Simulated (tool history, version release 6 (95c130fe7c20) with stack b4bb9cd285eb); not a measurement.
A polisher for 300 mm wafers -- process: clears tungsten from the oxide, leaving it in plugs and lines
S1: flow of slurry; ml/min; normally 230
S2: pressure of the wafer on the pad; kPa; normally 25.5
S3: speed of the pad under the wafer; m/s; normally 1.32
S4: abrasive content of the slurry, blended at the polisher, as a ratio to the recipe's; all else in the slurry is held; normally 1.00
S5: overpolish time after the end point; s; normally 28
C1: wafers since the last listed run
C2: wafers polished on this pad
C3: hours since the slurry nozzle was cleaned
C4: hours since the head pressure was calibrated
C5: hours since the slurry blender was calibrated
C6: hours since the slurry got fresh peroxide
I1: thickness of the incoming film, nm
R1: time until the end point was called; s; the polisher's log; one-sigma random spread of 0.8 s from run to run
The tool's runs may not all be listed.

run	day	S1	S2	S3	S4	S5	C1	C2	C3	C4	C5	C6	I1	R1
1	0.000	230	25.5	1.32	1.00	28	0	1296	281.2	346.5	282.7	298.8	411.3	87.0
# day 0.450: slurry blender recalibrated
# day 1.592: slurry tank refilled with fresh slurry and peroxide
# day 1.596: slurry nozzle cleaned
2	3.421	230	22.1	1.32	1.00	28	782	2079	43.8	428.6	71.3	43.9	409.2	95.6
3	6.012	230	22.1	1.32	1.00	28	615	2694	106.0	490.8	133.5	106.1	413.8	98.6
# day 6.525: worn pad replaced by a new one
4	9.129	230	25.5	1.32	1.00	28	700	619	180.8	565.6	208.3	180.9	404.7	84.1
# day 11.812: slurry blender recalibrated
# day 13.638: slurry tank refilled with fresh slurry and peroxide
5	13.854	230	25.5	1.32	1.00	28	1092	1712	294.2	679.0	49.0	5.2	410.4	80.1
# day 15.367: slurry nozzle cleaned
6	16.796	230	25.5	1.32	1.00	28	689	2401	34.3	749.6	119.6	75.8	414.3	84.1
7	18.362	230	25.5	1.32	1.00	37	372	2773	71.9	787.2	157.2	113.4	416.8	88.1
# day 18.567: worn pad replaced by a new one, of another model than before
8	20.083	230	25.5	1.32	1.00	28	369	360	113.2	828.5	198.5	154.7	405.5	85.3
9	23.821	230	25.5	1.32	1.00	28	887	1248	202.9	918.2	288.2	244.4	418.1	89.7
# day 25.342: slurry blender recalibrated
10	26.633	230	25.5	1.32	1.00	28	648	1897	270.4	985.7	31.0	311.9	412.7	88.2
# day 27.346: slurry tank refilled with fresh slurry and peroxide
# day 27.538: slurry nozzle cleaned
11	30.342	230	25.5	1.32	1.00	19	861	2758	67.3	1074.7	120.0	71.9	404.3	82.7
# day 31.458: worn pad replaced by a new one
12	33.029	230	20.0	1.32	1.10	28	598	372	131.8	1139.2	184.5	136.4	417.3	94.4
13	35.075	195	16.5	1.00	1.00	38	486	858	180.9	1188.3	233.6	185.5	407.4	120.9
# day 36.125: slurry blender recalibrated
# day 38.367: head pressure recalibrated
# day 38.671: slurry tank refilled with fresh slurry and peroxide
# day 39.412: slurry nozzle cleaned
14	39.454	155	25.5	0.88	0.80	28	981	1839	1.0	26.1	79.9	18.8	415.4	116.3
15	41.925	230	25.5	1.62	0.90	28	587	2426	60.3	85.4	139.2	78.1	404.3	76.9
# day 44.604: worn pad replaced by a new one
16	45.008	175	21.4	1.68	0.75	28	692	95	134.3	159.4	213.2	152.1	402.8	94.5
# day 47.283: slurry blender recalibrated
17	48.342	230	33.8	1.32	1.00	28	772	868	214.3	239.4	25.4	232.1	408.7	75.1
18	50.054	305	25.5	1.32	1.10	40	406	1274	255.4	280.5	66.5	273.2	407.6	80.9
19	51.950	230	25.5	1.32	1.25	28	450	1725	300.9	326.0	112.0	318.7	406.8	82.9
# day 52.892: slurry tank refilled with fresh slurry and peroxide
# day 53.483: slurry nozzle cleaned
# day 55.667: worn pad replaced by a new one
20	56.058	285	25.5	1.32	0.90	28	916	92	61.8	424.6	210.6	76.0	402.8	80.4
21	60.212	230	25.5	1.32	1.00	28	986	1079	161.5	524.3	310.3	175.7	410.0	87.1
# day 61.142: slurry blender recalibrated
22	61.842	230	25.5	1.32	1.00	28	367	1446	200.6	563.4	16.8	214.8	409.2	85.7

Consider 5 possible next runs. They are alternatives, not a sequence: every one starts from the tool as it was left by run 22. What does each give?
A	61.862	230	25.5	1.32	1.00	28	4	1451	201.1	563.9	17.3	215.3	405.3	?
B	61.862	290	25.5	1.32	0.75	28	4	1451	201.1	563.9	17.3	215.3	405.3	?
C	61.862	230	31.7	1.32	1.00	28	4	1451	201.1	563.9	17.3	215.3	405.3	?
D	61.862	230	17.9	1.32	1.00	18	4	1451	201.1	563.9	17.3	215.3	405.3	?
E	61.862	160	20.7	1.32	1.00	12	4	1451	201.1	563.9	17.3	215.3	405.3	?

run	R1
A	84.7
B	87.1
C	75.6
D	99.3
E	103.6
Had the tool no hidden state, the same runs would have come out as:
run	R1
A	77.4
B	79.6
C	69.1
D	90.8
E	94.7

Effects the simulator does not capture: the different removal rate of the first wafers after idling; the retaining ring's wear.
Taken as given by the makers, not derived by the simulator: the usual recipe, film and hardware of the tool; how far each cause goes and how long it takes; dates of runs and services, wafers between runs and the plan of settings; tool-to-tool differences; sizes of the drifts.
